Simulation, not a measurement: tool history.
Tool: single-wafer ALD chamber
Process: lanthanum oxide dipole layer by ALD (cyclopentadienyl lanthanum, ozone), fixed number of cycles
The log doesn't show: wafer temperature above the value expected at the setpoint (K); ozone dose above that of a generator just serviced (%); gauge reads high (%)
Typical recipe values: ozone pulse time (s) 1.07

| run | hour | ozone pulse time (s) | wafers since the last listed run | hours since the last thermocouple change | hours since the last ozone generator service | hours since the showerhead was replaced | hours since the gauge calibration | read-back reference wafer on the same gauge, thickness_nm | mean film thickness on the monitor wafer (Å) |
|---|---|---|---|---|---|---|---|---|---|
| 1 | 0.0 | 1.07 | 0 | 2127.5 | 928.4 | 3617.7 | 533.5 | 0.439 | 4.87 |
| 2 | 43.3 | 1.07 | 696 | 2170.8 | 971.7 | 3661.0 | 576.8 | 0.440 | 4.85 |
| 3 | 83.8 | 1.07 | 651 | 2211.3 | 1012.2 | 3701.5 | 617.3 | 0.439 | 4.86 |
| 4 | 143.0 | 0.81 | 951 | 2270.5 | 1071.4 | 3760.7 | 676.5 | 0.439 | 3.86 |
| 5 | 228.2 | 0.81 | 1369 | 2355.7 | 1156.6 | 3845.9 | 761.7 | 0.438 | 3.91 |
| 6 | 289.4 | 0.81 | 983 | 2416.9 | 1217.8 | 3907.1 | 822.9 | 0.439 | 3.83 |
| 7 | 340.7 | 0.79 | 824 | 2468.2 | 1269.1 | 3958.4 | 874.2 | 0.440 | 3.73 |
| 8 | 421.9 | 0.79 | 1305 | 2549.4 | 1350.3 | 4039.6 | 955.4 | 0.439 | 3.72 |
| 9 | 503.4 | 0.79 | 1310 | 2630.9 | 1431.8 | 4121.1 | 1036.9 | 0.439 | 3.70 |
|  | 553.2 | showerhead replaced, of another model than before |
| 10 | 579.8 | 1.32 | 1099 | 2707.3 | 1508.2 | 26.6 | 1113.3 | 0.439 | 5.15 |
| 11 | 634.3 | 0.88 | 876 | 2761.8 | 1562.7 | 81.1 | 1167.8 | 0.439 | 4.52 |
|  | 699.9 | ozone generator serviced |
| 12 | 742.2 | 1.07 | 1606 | 2869.7 | 42.3 | 189.0 | 1275.7 | 0.439 | 4.86 |
|  | 809.9 | thermocouple changed; heater temperature recalibrated |
| 13 | 835.0 | 0.70 | 1363 | 25.1 | 135.1 | 281.8 | 1368.5 | 0.438 | 4.11 |
| 14 | 898.1 | 0.76 | 1014 | 88.2 | 198.2 | 344.9 | 1431.6 | 0.439 | 4.30 |
| 15 | 935.5 | 1.26 | 601 | 125.6 | 235.6 | 382.3 | 1469.0 | 0.438 | 5.16 |
|  | 1010.7 | gauge calibrated |
| 16 | 1013.9 | 1.35 | 1260 | 204.0 | 314.0 | 460.7 | 3.2 | 0.438 | 5.22 |
| 17 | 1077.6 | 1.49 | 1024 | 267.7 | 377.7 | 524.4 | 66.9 | 0.439 | 5.32 |
| 18 | 1162.4 | 1.07 | 1363 | 352.5 | 462.5 | 609.2 | 151.7 | 0.439 | 4.94 |
| 19 | 1269.9 | 0.93 | 1728 | 460.0 | 570.0 | 716.7 | 259.2 | 0.438 | 4.68 |
| 20 | 1322.0 | 0.91 | 837 | 512.1 | 622.1 | 768.8 | 311.3 | 0.438 | 4.60 |
| 21 | 1363.2 | 1.27 | 662 | 553.3 | 663.3 | 810.0 | 352.5 | 0.439 | 5.17 |
| 22 | 1462.4 | 0.96 | 1594 | 652.5 | 762.5 | 909.2 | 451.7 | 0.439 | 4.72 |
| 23 | 1569.0 | 1.07 | 1713 | 759.1 | 869.1 | 1015.8 | 558.3 | 0.440 | 4.87 |
| 24 | 1616.2 | 0.75 | 758 | 806.3 | 916.3 | 1063.0 | 605.5 | 0.439 | 4.20 |

5 ways to go on from here, each from the tool as it stands after run 24. What would each give?
| A | 1616.6 | 1.31 | 6 | 806.7 | 916.7 | 1063.4 | 605.9 | ? | ? |
| B | 1616.6 | 0.74 | 6 | 806.7 | 916.7 | 1063.4 | 605.9 | ? | ? |
| C | 1616.6 | 0.92 | 6 | 806.7 | 916.7 | 1063.4 | 605.9 | ? | ? |
| D | 1616.6 | 1.45 | 6 | 806.7 | 916.7 | 1063.4 | 605.9 | ? | ? |
| E | 1616.6 | 1.30 | 6 | 806.7 | 916.7 | 1063.4 | 605.9 | ? | ? |

| run | read-back reference wafer on the same gauge, thickness_nm | mean film thickness on the monitor wafer (Å) |
|---|---|---|
| A | 0.439 | 5.21 |
| B | 0.439 | 4.23 |
| C | 0.439 | 4.67 |
| D | 0.439 | 5.31 |
| E | 0.439 | 5.20 |
With the hidden condition removed and each run's random variation left untouched, the same runs would have given:
| run | mean film thickness on the monitor wafer (Å) |
|---|---|
| A | 5.24 |
| B | 4.29 |
| C | 4.72 |
| D | 5.34 |
| E | 5.23 |
